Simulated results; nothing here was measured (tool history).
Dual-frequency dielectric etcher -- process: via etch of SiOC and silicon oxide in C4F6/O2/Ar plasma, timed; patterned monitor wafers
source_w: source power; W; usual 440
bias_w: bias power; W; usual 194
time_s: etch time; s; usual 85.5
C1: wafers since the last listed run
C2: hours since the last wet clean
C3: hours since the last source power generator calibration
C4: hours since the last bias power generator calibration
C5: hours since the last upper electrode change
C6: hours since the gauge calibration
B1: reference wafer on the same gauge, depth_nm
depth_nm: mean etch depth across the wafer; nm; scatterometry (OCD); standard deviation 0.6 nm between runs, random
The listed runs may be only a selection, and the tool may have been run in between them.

run 1 day=0.000 | source_w=480 bias_w=194 time_s=85.5 | C1=0 C2=261.1 C3=527.8 C4=3538.0 C5=4471.2 C6=449.8 | B1=104.0 | depth_nm=113.7
run 2 day=1.767 | source_w=480 bias_w=194 time_s=85.5 | C1=430 C2=303.5 C3=570.2 C4=3580.4 C5=4513.6 C6=492.2 | B1=104.1 | depth_nm=113.0
run 3 day=3.188 | source_w=470 bias_w=194 time_s=85.5 | C1=346 C2=337.6 C3=604.3 C4=3614.5 C5=4547.7 C6=526.3 | B1=104.1 | depth_nm=112.1
run 4 day=9.221 | source_w=440 bias_w=194 time_s=98.0 | C1=1469 C2=482.4 C3=749.1 C4=3759.3 C5=4692.5 C6=671.1 | B1=104.0 | depth_nm=124.8
-- day=11.942 wet clean of the chamber
run 5 day=11.962 | source_w=440 bias_w=194 time_s=98.0 | C1=424 C2=0.5 C3=814.9 C4=3825.1 C5=4758.3 C6=736.9 | B1=104.0 | depth_nm=125.3
run 6 day=12.925 | source_w=440 bias_w=194 time_s=98.0 | C1=234 C2=23.6 C3=838.0 C4=3848.2 C5=4781.4 C6=760.0 | B1=104.0 | depth_nm=125.1
run 7 day=15.712 | source_w=440 bias_w=168 time_s=73.0 | C1=679 C2=90.5 C3=904.9 C4=3915.1 C5=4848.3 C6=826.9 | B1=104.0 | depth_nm=91.2
run 8 day=16.958 | source_w=440 bias_w=194 time_s=85.5 | C1=303 C2=120.4 C3=934.8 C4=3945.0 C5=4878.2 C6=856.8 | B1=103.9 | depth_nm=107.7
-- day=17.571 gauge calibrated
-- day=18.842 bias power generator calibrated
run 9 day=19.200 | source_w=440 bias_w=194 time_s=85.5 | C1=505 C2=174.2 C3=988.6 C4=8.6 C5=4932.0 C6=39.1 | B1=104.0 | depth_nm=107.3
run 10 day=20.438 | source_w=440 bias_w=194 time_s=85.5 | C1=301 C2=203.9 C3=1018.3 C4=38.3 C5=4961.7 C6=68.8 | B1=104.0 | depth_nm=108.3
run 11 day=23.075 | source_w=440 bias_w=178 time_s=85.5 | C1=642 C2=267.2 C3=1081.6 C4=101.6 C5=5025.0 C6=132.1 | B1=104.0 | depth_nm=107.2
run 12 day=29.925 | source_w=440 bias_w=182 time_s=85.5 | C1=1668 C2=431.6 C3=1246.0 C4=266.0 C5=5189.4 C6=296.5 | B1=103.9 | depth_nm=106.6
run 13 day=32.446 | source_w=440 bias_w=182 time_s=85.5 | C1=614 C2=492.1 C3=1306.5 C4=326.5 C5=5249.9 C6=357.0 | B1=104.1 | depth_nm=106.1
run 14 day=34.267 | source_w=470 bias_w=209 time_s=99.0 | C1=443 C2=535.8 C3=1350.2 C4=370.2 C5=5293.6 C6=400.7 | B1=104.0 | depth_nm=129.2
-- day=37.746 wet clean of the chamber
run 15 day=37.767 | source_w=440 bias_w=161 time_s=85.5 | C1=608 C2=0.5 C3=1434.2 C4=454.2 C5=5377.6 C6=484.7 | B1=103.9 | depth_nm=103.5
run 16 day=39.312 | source_w=350 bias_w=235 time_s=110.0 | C1=376 C2=37.6 C3=1471.3 C4=491.3 C5=5414.7 C6=521.8 | B1=104.0 | depth_nm=128.4
-- day=41.021 upper electrode replaced
run 17 day=41.042 | source_w=440 bias_w=194 time_s=85.5 | C1=177 C2=79.1 C3=1512.8 C4=532.8 C5=0.5 C6=563.3 | B1=104.0 | depth_nm=108.0
run 18 day=42.308 | source_w=440 bias_w=150 time_s=85.5 | C1=308 C2=109.5 C3=1543.2 C4=563.2 C5=30.9 C6=593.7 | B1=104.0 | depth_nm=102.5
-- day=44.308 source power generator calibrated
run 19 day=44.958 | source_w=380 bias_w=194 time_s=85.5 | C1=604 C2=173.1 C3=15.6 C4=626.8 C5=94.5 C6=657.3 | B1=104.1 | depth_nm=102.1
run 20 day=46.554 | source_w=440 bias_w=180 time_s=85.5 | C1=388 C2=211.4 C3=53.9 C4=665.1 C5=132.8 C6=695.6 | B1=104.0 | depth_nm=108.3
run 21 day=48.825 | source_w=440 bias_w=231 time_s=108.5 | C1=553 C2=265.9 C3=108.4 C4=719.6 C5=187.3 C6=750.1 | B1=103.9 | depth_nm=144.0
-- day=49.371 gauge calibrated
run 22 day=51.962 | source_w=350 bias_w=171 time_s=64.0 | C1=764 C2=341.2 C3=183.7 C4=794.9 C5=262.6 C6=62.2 | B1=104.1 | depth_nm=72.1
run 23 day=54.608 | source_w=350 bias_w=235 time_s=110.0 | C1=644 C2=404.7 C3=247.2 C4=858.4 C5=326.1 C6=125.7 | B1=104.0 | depth_nm=132.4
run 24 day=56.604 | source_w=440 bias_w=194 time_s=85.5 | C1=486 C2=452.6 C3=295.1 C4=906.3 C5=374.0 C6=173.6 | B1=104.0 | depth_nm=110.5
run 25 day=58.662 | source_w=440 bias_w=194 time_s=85.5 | C1=501 C2=502.0 C3=344.5 C4=955.7 C5=423.4 C6=223.0 | B1=104.0 | depth_nm=109.1
run 26 day=60.412 | source_w=340 bias_w=231 time_s=108.5 | C1=426 C2=544.0 C3=386.5 C4=997.7 C5=465.4 C6=265.0 | B1=104.0 | depth_nm=126.2
run 27 day=62.146 | source_w=440 bias_w=194 time_s=85.5 | C1=422 C2=585.6 C3=428.1 C4=1039.3 C5=507.0 C6=306.6 | B1=104.0 | depth_nm=109.1

Give the tool's hidden conditions for every run:
etch rate over this chamber's usual, %: 0 at every run
bias power that arrives over what is set, %: 0 at every run
gauge reads high (%): 0 at every run
H1: source power that arrives over what is set, %
run=1 H1=-1.65
run=2 H1=-1.79
run=3 H1=-1.9
run=4 H1=-2.37
run=5 H1=-2.58
run=6 H1=-2.65
run=7 H1=-2.87
run=8 H1=-2.96
run=9 H1=-3.14
run=10 H1=-3.23
run=11 H1=-3.44
run=12 H1=-3.96
run=13 H1=-4.16
run=14 H1=-4.3
run=15 H1=-4.57
run=16 H1=-4.69
run=17 H1=-4.82
run=18 H1=-4.92
run=19 H1=0.178
run=20 H1=0.0547
run=21 H1=-0.121
run=22 H1=-0.363
run=23 H1=-0.567
run=24 H1=-0.721
run=25 H1=-0.88
run=26 H1=-1.01
run=27 H1=-1.15
